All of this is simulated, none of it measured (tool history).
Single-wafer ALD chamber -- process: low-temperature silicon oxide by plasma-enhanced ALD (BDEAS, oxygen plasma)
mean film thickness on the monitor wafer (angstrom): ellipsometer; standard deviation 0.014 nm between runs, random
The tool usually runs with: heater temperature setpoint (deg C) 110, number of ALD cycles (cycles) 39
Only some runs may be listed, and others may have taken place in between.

run	day	heater temperature setpoint (deg C)	number of ALD cycles (cycles)	wafers since the last listed run	hours since the last thermocouple change	hours since the gauge calibration	read-back reference wafer on the same gauge, thickness_nm	mean film thickness on the monitor wafer (angstrom)
1	0	110	39	0	1308	424.1	6.421	57.77
2	1.092	106	45	154	1334.2	450.3	6.419	67.47
3	2.338	106	45	175	1364.1	480.2	6.422	67.45
4	3.008	106	45	94	1380.2	496.3	6.418	67.23
5	3.675	110	39	94	1396.2	512.3	6.423	58.04
6	4.854	110	39	166	1424.5	540.6	6.421	57.8
7	6.05	110	39	168	1453.2	569.3	6.419	58.02
8	6.854	100	43	113	1472.5	588.6	6.417	65.22
9	7.762	100	43	128	1494.3	610.4	6.416	65.32
10	9.058	110	39	183	1525.4	641.5	6.417	57.84
11	10.471	110	39	199	1559.3	675.4	6.422	58.09
12	13.629	110	39	446	1635.1	751.2	6.417	57.98
13	14.946	110	42	185	1666.7	782.8	6.423	62.25
# day 15.283: thermocouple changed; heater temperature recalibrated
# day 15.492: gauge calibrated
14	15.896	110	42	87	14.7	9.7	6.419	62.37
15	17.104	110	42	170	43.7	38.7	6.419	62.24
16	17.888	110	39	110	62.5	57.5	6.421	57.85
17	19.192	110	39	184	93.8	88.8	6.419	57.94
18	20.288	117	35	154	120.1	115.1	6.421	51.11
19	21.517	96	32	173	149.6	144.6	6.417	49.69
20	22.533	122	46	143	174	169	6.416	66.82
21	23.121	110	39	82	188.1	183.1	6.416	58.04
22	24.275	117	42	163	215.8	210.8	6.411	61.45
23	25.2	121	36	130	238	233	6.419	52.34
24	26.425	116	34	173	267.4	262.4	6.42	49.52
25	27.9	95	34	208	302.8	297.8	6.42	52.72
26	28.479	102	43	81	316.7	311.7	6.418	65.06
27	29.692	110	39	171	345.8	340.8	6.416	58.01
28	31.95	121	39	318	400	395	6.421	56.42
29	32.683	123	34	103	417.6	412.6	6.417	49.24
30	33.188	110	39	71	429.7	424.7	6.42	57.76
31	33.975	110	39	111	448.6	443.6	6.42	57.76
32	35.108	106	44	160	475.8	470.8	6.416	65.88
33	36.15	110	34	147	500.8	495.8	6.418	50.63
34	37.633	98	33	209	536.4	531.4	6.426	50.56
35	38.392	102	39	107	554.6	549.6	6.417	59.05

What if the next run were any one of these 3? Each begins from the tool's condition after run 35:
A	38.412	98	39	2	555.1	550.1	?	?
B	38.412	122	43	2	555.1	550.1	?	?
C	38.412	124	37	2	555.1	550.1	?	?

run	read-back reference wafer on the same gauge, thickness_nm	mean film thickness on the monitor wafer (angstrom)
A	6.415	59.79
B	6.415	62.28
C	6.415	53.36
With no hidden state in the tool, these same runs would have given:
run	mean film thickness on the monitor wafer (angstrom)
A	59.79
B	62.28
C	53.36
